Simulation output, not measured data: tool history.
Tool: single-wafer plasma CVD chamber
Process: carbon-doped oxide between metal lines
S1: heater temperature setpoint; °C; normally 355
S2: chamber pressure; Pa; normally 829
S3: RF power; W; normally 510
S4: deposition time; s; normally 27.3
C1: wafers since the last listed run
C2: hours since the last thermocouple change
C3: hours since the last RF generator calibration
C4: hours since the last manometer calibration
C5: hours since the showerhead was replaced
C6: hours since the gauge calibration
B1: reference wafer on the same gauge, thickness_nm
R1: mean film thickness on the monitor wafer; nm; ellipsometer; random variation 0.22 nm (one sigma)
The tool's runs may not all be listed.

Run 1, hour 0: usual settings; C1 0; C2 2608; C3 1819.3; C4 1389.3; C5 8103.4; C6 55.7; B1 136.975. Result: R1 131.916 nm.
Run 2, hour 17.6: usual settings; C1 662; C2 2625.6; C3 1836.9; C4 1406.9; C5 8121; C6 73.3; B1 137.036. Result: R1 131.818 nm.
Run 3, hour 27: usual settings; C1 353; C2 2635; C3 1846.3; C4 1416.3; C5 8130.4; C6 82.7; B1 136.965. Result: R1 131.67 nm.
Run 4, hour 38.6: usual settings but S1 363 °C; C1 436; C2 2646.6; C3 1857.9; C4 1427.9; C5 8142; C6 94.3; B1 137.027. Result: R1 129.035 nm.
Run 5, hour 48.4: usual settings but S3 590 W, S4 31.5 s; C1 368; C2 2656.4; C3 1867.7; C4 1437.7; C5 8151.8; C6 104.1; B1 136.995. Result: R1 173.363 nm.
At hour 65.9: showerhead replaced.
Run 6, hour 66.4: usual settings but S3 590 W, S4 31.5 s; C1 376; C2 2674.4; C3 1885.7; C4 1455.7; C5 0.5; C6 122.1; B1 136.993. Result: R1 173.262 nm.
At hour 78.6: capacitance manometer re-zeroed and calibrated.
At hour 83.5: thermocouple changed; heater temperature recalibrated.
Run 7, hour 84: usual settings but S2 727 Pa; C1 177; C2 0.5; C3 1903.3; C4 5.4; C5 18.1; C6 139.7; B1 136.976. Result: R1 130.115 nm.
Run 8, hour 87.5: usual settings but S2 727 Pa; C1 131; C2 4; C3 1906.8; C4 8.9; C5 21.6; C6 143.2; B1 137.032. Result: R1 130.467 nm.

Run 9, settings as shown, results not yet in. Your forecast:
Run 9, hour 99: usual settings but S4 31.4 s; C1 432; C2 15.5; C3 1918.3; C4 20.4; C5 33.1; C6 154.7; B1 ?. Result: R1 ?.

{"run 9": {"B1": 137.038, "R1": 150.727}}
On a tool with no hidden condition, and with the same random variation, this run would have come out at R1 166.218 nm.
